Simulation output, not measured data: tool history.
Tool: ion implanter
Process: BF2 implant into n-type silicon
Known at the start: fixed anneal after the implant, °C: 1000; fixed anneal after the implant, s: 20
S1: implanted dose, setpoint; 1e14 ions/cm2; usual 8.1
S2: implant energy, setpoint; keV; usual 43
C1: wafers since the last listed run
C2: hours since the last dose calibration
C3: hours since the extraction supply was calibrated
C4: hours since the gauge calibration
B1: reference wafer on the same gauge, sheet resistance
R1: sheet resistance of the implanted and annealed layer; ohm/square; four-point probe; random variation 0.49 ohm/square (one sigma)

run    hour     S1    S2    C1     C2      C3      C4      B1      R1
  1       0    8.1    43     0   58.4  1900.5  1050.3   142.2  155.97
  2    55.3    8.1    43   797  113.7  1955.8  1105.6  141.93  154.45
  3   114.1   9.78    40   848  172.5  2014.6  1164.4  142.12  143.07
  4   207.6   9.78    40  1349    266  2108.1  1257.9  141.92  141.61
  5   295.4   9.78    40  1266  353.8  2195.9  1345.7  141.68  141.36
  6   380.1    8.1    48  1222  438.5  2280.6  1430.4  141.78  148.85
  7   460.2    8.1    48  1155  518.6  2360.7  1510.5  142.02  148.69
  8   560.7    8.1    43  1450  619.1  2461.2    1611  141.94  152.79
      614.5  -- extraction supply calibrated
  9   649.8    8.1    43  1170  708.2    35.3  1700.1  141.99   152.6
 10   732.1    8.1    43  1187  790.5   117.6  1782.4  142.03  153.51
      753.3  -- Faraday cup replaced and dose calibrated
      777.4  -- gauge calibrated
 11   792.7  10.02    34   758   39.4   178.2    15.3  142.07  151.73
 12     855  10.02    34   898  101.7   240.5    77.6  142.05   151.7
 13   926.9    6.7    43  1037  173.6   312.4   149.5  142.11  178.41
 14  1170.3    8.1    43  3511    417   555.8   392.9  141.87   154.6
 15  1238.1    8.1    43   978  484.8   623.6   460.7  142.01  154.51
 16  1290.1   9.28    43   750  536.8   675.6   512.7  142.15  141.56
 17  1391.5    8.1    52  1462  638.2     777   614.1  142.03  147.91
 18  1467.9   9.78    40  1102  714.6   853.4   690.5  142.31   141.5
 19  1505.9    8.1    43   548  752.6   891.4   728.5  141.92  153.43
     1548.5  -- Faraday cup replaced and dose calibrated
 20    1549   9.65  36.5   506    0.5   934.5   771.6  142.21  149.42
 21  1601.2  10.09  30.5   753   52.7   986.7   823.8  141.98  157.39
 22  1668.7  10.16  34.5   973  120.2  1054.2   891.3  142.02  148.36
 23  1741.3    8.1    43  1047  192.8  1126.8   963.9  142.03  154.81
 24  1846.3   7.06    50  1514  297.8  1231.8  1068.9  142.18  163.19
 25  1925.8    8.1  37.5  1147  377.3  1311.3  1148.4  142.15  159.82

How the hidden state differs across the entries between the runs, from the last listed run before each to the first after it:
Between runs 8 and 9: extraction supply calibrated (hour 614.5)
  deviation of the true dose from the Faraday cup's reading, %: 5.26 -> 5.44
  measured less the result without the state, R1: -5.03 -> -5.18 ohm/square
Between runs 10 and 11: Faraday cup replaced and dose calibrated (hour 753.3); gauge calibrated (hour 777.4)
  deviation of the true dose from the Faraday cup's reading, %: 5.57 -> -0.0844
  measured less the result without the state, R1: -5.33 -> +0.05 ohm/square
Between runs 19 and 20: Faraday cup replaced and dose calibrated (hour 1548.5)
  deviation of the true dose from the Faraday cup's reading, %: 4.08 -> 0.588
  measured less the result without the state, R1: -3.94 -> -0.41 ohm/square

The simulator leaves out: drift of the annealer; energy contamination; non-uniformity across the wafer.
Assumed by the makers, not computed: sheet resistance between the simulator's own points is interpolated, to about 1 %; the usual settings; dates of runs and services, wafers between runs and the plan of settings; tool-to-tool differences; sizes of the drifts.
